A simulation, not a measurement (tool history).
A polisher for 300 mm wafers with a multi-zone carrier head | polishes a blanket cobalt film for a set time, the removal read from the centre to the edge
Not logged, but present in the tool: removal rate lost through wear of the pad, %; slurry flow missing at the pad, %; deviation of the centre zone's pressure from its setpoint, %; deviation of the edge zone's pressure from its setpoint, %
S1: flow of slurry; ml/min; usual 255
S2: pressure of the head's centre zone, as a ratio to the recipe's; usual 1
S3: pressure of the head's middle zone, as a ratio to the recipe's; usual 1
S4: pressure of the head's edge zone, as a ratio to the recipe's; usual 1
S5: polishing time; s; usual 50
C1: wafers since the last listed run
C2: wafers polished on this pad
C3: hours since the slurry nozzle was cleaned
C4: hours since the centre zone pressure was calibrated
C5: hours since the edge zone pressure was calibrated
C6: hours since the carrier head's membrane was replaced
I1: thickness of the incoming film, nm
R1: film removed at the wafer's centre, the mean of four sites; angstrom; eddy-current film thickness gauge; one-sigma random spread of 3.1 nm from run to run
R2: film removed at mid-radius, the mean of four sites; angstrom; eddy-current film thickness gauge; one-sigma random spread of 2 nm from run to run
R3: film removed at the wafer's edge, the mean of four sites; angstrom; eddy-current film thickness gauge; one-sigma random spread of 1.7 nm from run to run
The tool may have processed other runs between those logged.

Run 1, hour 0: usual settings but S3 1.09; C1 0; C2 1854; C3 57.8; C4 191.3; C5 464; C6 771.4; I1 655.4. Result: R1 2029 angstrom, R2 2178 angstrom, R3 2028 angstrom.
Run 2, hour 85.6: usual settings; C1 1181; C2 3036; C3 143.4; C4 276.9; C5 549.6; C6 857; I1 657.2. Result: R1 2002 angstrom, R2 2077 angstrom, R3 2036 angstrom.
At hour 131.8: worn pad replaced by a new one.
Run 3, hour 178.8: usual settings; C1 1231; C2 649; C3 236.6; C4 370.1; C5 642.8; C6 950.2; I1 661.2. Result: R1 2041 angstrom, R2 1997 angstrom, R3 1986 angstrom.
At hour 245.5: slurry nozzle cleaned.
Run 4, hour 282.6: usual settings but S4 1.07; C1 1419; C2 2068; C3 37.1; C4 473.9; C5 746.6; C6 1054; I1 669. Result: R1 2126 angstrom, R2 2088 angstrom, R3 2102 angstrom.
Run 5, hour 331.4: usual settings; C1 673; C2 2742; C3 85.9; C4 522.7; C5 795.4; C6 1102.8; I1 668.4. Result: R1 2087 angstrom, R2 2091 angstrom, R3 2038 angstrom.
At hour 375: worn pad replaced by a new one.
Run 6, hour 387: usual settings; C1 712; C2 165; C3 141.5; C4 578.3; C5 851; C6 1158.4; I1 663.1. Result: R1 2105 angstrom, R2 2062 angstrom, R3 2044 angstrom.
Run 7, hour 449.5: usual settings; C1 862; C2 1028; C3 204; C4 640.8; C5 913.5; C6 1220.9; I1 658. Result: R1 1977 angstrom, R2 2022 angstrom, R3 2015 angstrom.
At hour 517.2: slurry nozzle cleaned.
Run 8, hour 529.5: usual settings but S2 0.95; C1 1090; C2 2119; C3 12.3; C4 720.8; C5 993.5; C6 1300.9; I1 656.1. Result: R1 2006 angstrom, R2 2078 angstrom, R3 2041 angstrom.
At hour 581.3: worn pad replaced by a new one.
Run 9, hour 581.8: usual settings but S3 1.08, S4 0.89; C1 666; C2 7; C3 64.6; C4 773.1; C5 1045.8; C6 1353.2; I1 650.9. Result: R1 1985 angstrom, R2 2250 angstrom, R3 1920 angstrom.
Run 10, hour 638.5: usual settings but S2 1.08, S4 1.06, S5 33 s; C1 782; C2 790; C3 121.3; C4 829.8; C5 1102.5; C6 1409.9; I1 650.6. Result: R1 1449 angstrom, R2 1385 angstrom, R3 1365 angstrom.
At hour 648.7: edge zone pressure recalibrated.
Run 11, hour 689.4: usual settings but S2 1.04; C1 675; C2 1465; C3 172.2; C4 880.7; C5 40.7; C6 1460.8; I1 667.6. Result: R1 2068 angstrom, R2 2039 angstrom, R3 2015 angstrom.
At hour 722.5: carrier head's membrane replaced by a new one.
Run 12, hour 770.4: usual settings but S4 1.09, S5 59 s; C1 1049; C2 2514; C3 253.2; C4 961.7; C5 121.7; C6 47.9; I1 653.1. Result: R1 2296 angstrom, R2 2336 angstrom, R3 2398 angstrom.
At hour 784.1: centre zone pressure recalibrated.
Run 13, hour 820.1: usual settings but S1 200 ml/min, S2 0.97, S4 1.05, S5 37 s; C1 658; C2 3173; C3 302.9; C4 36; C5 171.4; C6 97.6; I1 668.7. Result: R1 1272 angstrom, R2 1383 angstrom, R3 1415 angstrom.
At hour 837.7: slurry nozzle cleaned.
At hour 844.4: worn pad replaced by a new one.
At hour 1053.8: worn pad replaced by a new one.
Run 14, hour 1054.5: usual settings but S2 1.08, S4 1.06, S5 33 s; C1 3112; C2 10; C3 216.8; C4 270.4; C5 405.8; C6 332; I1 662.9. Result: R1 1453 angstrom, R2 1353 angstrom, R3 1336 angstrom.
Run 15, hour 1103: usual settings; C1 669; C2 679; C3 265.3; C4 318.9; C5 454.3; C6 380.5; I1 649.5. Result: R1 1957 angstrom, R2 2014 angstrom, R3 1995 angstrom.
At hour 1139.2: slurry nozzle cleaned.
Run 16, hour 1176.5: usual settings; C1 1000; C2 1680; C3 37.3; C4 392.4; C5 527.8; C6 454; I1 657.8. Result: R1 2108 angstrom, R2 2099 angstrom, R3 2033 angstrom.

Hidden state, per run?
removal rate lost through wear of the pad, %: 0 at every run
deviation of the centre zone's pressure from its setpoint, %: 0 at every run
deviation of the edge zone's pressure from its setpoint, %: 0 at every run
H1: slurry flow missing at the pad, %
run    H1
  1  8.97
  2  17.5
  3    35
  4  1.17
  5  4.13
  6  10.4
  7  21.1
  8  8.04
  9    10
 10  15.2
 11  22.6
 12  39.7
 13  53.4
 14  25.4
 15    37
 16  2.91

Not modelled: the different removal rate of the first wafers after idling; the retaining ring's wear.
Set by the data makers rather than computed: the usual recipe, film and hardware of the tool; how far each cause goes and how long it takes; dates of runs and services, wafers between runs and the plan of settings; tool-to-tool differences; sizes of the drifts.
